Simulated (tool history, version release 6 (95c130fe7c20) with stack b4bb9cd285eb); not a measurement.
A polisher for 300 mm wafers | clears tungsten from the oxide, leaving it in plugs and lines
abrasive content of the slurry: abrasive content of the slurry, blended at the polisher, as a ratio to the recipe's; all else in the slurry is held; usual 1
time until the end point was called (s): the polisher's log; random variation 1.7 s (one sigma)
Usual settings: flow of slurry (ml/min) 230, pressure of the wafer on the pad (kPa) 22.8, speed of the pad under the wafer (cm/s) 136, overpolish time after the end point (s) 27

run	day	flow of slurry (ml/min)	pressure of the wafer on the pad (kPa)	speed of the pad under the wafer (cm/s)	abrasive content of the slurry	overpolish time after the end point (s)	incoming thickness of the incoming film, nm	time until the end point was called (s)
1	0	230	22.8	136	1	27	588.7	89.8
# day 0.646: slurry tank refilled with fresh slurry and peroxide
2	1.225	230	22.8	136	1	27	598	91.5
# day 2.429: worn pad replaced by a new one
3	3.95	230	22.8	136	1.2	27	592.1	87.3
4	5.2	230	22.8	136	1.2	27	592.4	86.4
5	6.8	230	22.8	136	1.2	27	589.4	90.3
# day 8.046: slurry tank refilled with fresh slurry and peroxide
# day 8.575: worn pad replaced by a new one
6	8.921	230	24.8	136	1	27	579.4	84.8
7	10.267	230	24.8	136	1	27	602	89.5
# day 11.15: slurry nozzle cleaned
8	11.567	285	25.5	96	1.2	27	585.4	111.3
# day 13.058: slurry blender recalibrated
9	13.729	230	22.8	136	1	27	590.5	97.4
# day 16.108: worn pad replaced by a new one
# day 16.425: slurry tank refilled with fresh slurry and peroxide
10	16.583	300	22.8	136	1.2	27	583.7	91.5
# day 17.062: head pressure recalibrated
11	18.838	230	22.8	106	1.15	27	585.9	106.3
12	20.625	295	22.8	116	0.85	27	587.2	109.2
13	22.129	230	26.9	160	1	27	597.2	67.2
# day 22.842: worn pad replaced by a new one
# day 24.5: slurry tank refilled with fresh slurry and peroxide
14	24.692	230	22.8	136	1	27	587.6	90

Some steps in time until the end point was called (s) between neighbouring runs. How much of each would the tool show without its hidden state too (settings, what came in, random variation), and how much is left for the hidden state, with any gauge scatter that isn't in both results?
The hidden state here: removal rate lost through wear of the pad, %; slurry flow missing at the pad, %; deviation of the head's pressure from its setpoint, %; abrasive missing from the slurry, %; peroxide lost from the slurry, %.
Run 10 -> 11: flow of slurry (ml/min) 300 -> 230, speed of the pad under the wafer (cm/s) 136 -> 106, abrasive content of the slurry 1.2 -> 1.15, head pressure recalibrated. time until the end point was called (s) +14.8: hidden state -10.6, all else +25.4.
Run 12 -> 13: flow of slurry (ml/min) 295 -> 230, pressure of the wafer on the pad (kPa) 22.8 -> 26.9, speed of the pad under the wafer (cm/s) 116 -> 160, abrasive content of the slurry 0.85 -> 1. time until the end point was called (s) -42: hidden state +0.5, all else -42.5.
